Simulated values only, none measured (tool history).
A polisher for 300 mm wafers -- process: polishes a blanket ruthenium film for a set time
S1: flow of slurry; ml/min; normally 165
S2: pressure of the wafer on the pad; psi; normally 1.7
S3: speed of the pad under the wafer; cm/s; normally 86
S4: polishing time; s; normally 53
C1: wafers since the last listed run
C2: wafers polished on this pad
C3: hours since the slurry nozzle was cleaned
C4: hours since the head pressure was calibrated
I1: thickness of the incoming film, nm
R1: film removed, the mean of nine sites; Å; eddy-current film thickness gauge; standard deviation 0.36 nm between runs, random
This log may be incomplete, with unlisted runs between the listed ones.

run     day   S1   S2   S3  S4    C1    C2     C3      C4     I1   R1
  1       0  165  1.7   86  53     0  4168   22.6  1174.3  468.9  416
  2   1.762  165  1.7   86  53   632  4801   64.9  1216.6  472.5  416
      2.317  -- head pressure recalibrated
  3   4.742  165  1.7   86  64  1039  5840  136.4    58.2  470.8  441
      7.292  -- worn pad replaced by a new one
  4   7.533  165  1.7   86  64   942    86  203.4   125.2  464.6  451
  5   9.425  165  1.7   86  64   679   765  248.8   170.6  474.5  439
  6   11.75  165  1.7   86  53   834  1600  304.6   226.4  476.3  376
  7  13.912  165  1.7   86  53   776  2376  356.5   278.3  472.4  374
     14.542  -- slurry nozzle cleaned
  8  15.171  165  1.7   86  53   436  2813   15.1   308.5  469.9  377
  9  19.062  165  1.7   86  53  1397  4210  108.5   401.9  468.7  382
 10  21.029  165  1.7   86  53   706  4916  155.7   449.1  467.6  381
 11  22.921  165  1.7   86  53   679  5595  201.1   494.5  467.9  382
 12  25.875  165  1.7   86  53  1060  6655    272   565.4  470.2  386
     27.129  -- worn pad replaced by a new one
 13  27.479  165  1.7   70  53   516   124  310.5   603.9  474.5  325
 14  29.525  165  1.7   86  53   734   859  359.6     653  470.7  388
 15  31.092  165  1.2   86  53   562  1421  397.2   690.6  471.2  274
 16  34.017  165  1.2   86  53  1050  2471  467.4   760.8  468.3  274
     34.517  -- slurry nozzle cleaned
 17  36.021  165  1.7   86  53   704  3176   36.1   808.9  468.8  398
 18  38.492  165  1.7   78  59   886  4063   95.4   868.2  469.8  409
     42.821  -- worn pad replaced by a new one
 19  42.842  165  1.7   86  62  1501     8  199.8   972.6  470.6  467
 20  44.929  165  1.4   86  53   749   757  249.9  1022.7  466.8  334
 21  47.771  140  1.5  110  58  1020  1777  318.1  1090.9  459.7  470
 22    49.8  130  1.7  112  53   728  2506  366.8  1139.6  473.6  484
     50.504  -- head pressure recalibrated
 23    50.8  165  1.7   86  53   329  2835  390.8     7.1  469.2  367
 24  53.404  165  1.3   68  60   934  3769  453.3    69.6  471.3  259
     53.754  -- slurry nozzle cleaned
 25  55.012  165  1.3   86  53   562  4332   30.2   108.2  470.3  281
 26  56.225  125  1.4   86  72   435  4767   59.3   137.3  470.1  395
 27  57.983  165  2.2  116  46   631  5398  101.5   179.5  467.5  532
     59.671  -- worn pad replaced by a new one
 28  60.921  165  1.7   86  53   994   448    172     250  464.9  372
 29  68.796  165  1.7   86  53  2826  3275    361     439  468.7  376
     69.671  -- slurry nozzle cleaned
 30  70.283  205  1.7   86  47   519  3794   14.7   474.7  465.2  354
 31  73.229  165  1.7   86  53  1057  4852   85.4   545.4    464  386
     76.425  -- worn pad replaced by a new one
 32  80.729  130  1.3   66  37  2632  1545  265.4   725.4  478.9  160
     87.404  -- slurry nozzle cleaned
 33  88.529  125  1.7   86  53  2785  4330     27   912.6  475.5  373

Consider 5 possible next runs. They are alternatives, not a sequence: every one starts from the tool as it was left by run 33. What does each give?
  A  88.546  165  2.3   86  53   5  4336  27.4  913  464.4   ?
  B  88.546  165  1.7   78  35   5  4336  27.4  913  464.4   ?
  C  88.546  180  1.7  108  53   5  4336  27.4  913  464.4   ?
  D  88.546  165  1.9  110  40   5  4336  27.4  913  464.4   ?
  E  88.546  165  1.7   86  34   5  4336  27.4  913  464.4   ?

run   R1
  A  540
  B  242
  C  493
  D  417
  E  256
Without the tool's hidden state the same runs would have given:
run   R1
  A  494
  B  222
  C  452
  D  382
  E  234

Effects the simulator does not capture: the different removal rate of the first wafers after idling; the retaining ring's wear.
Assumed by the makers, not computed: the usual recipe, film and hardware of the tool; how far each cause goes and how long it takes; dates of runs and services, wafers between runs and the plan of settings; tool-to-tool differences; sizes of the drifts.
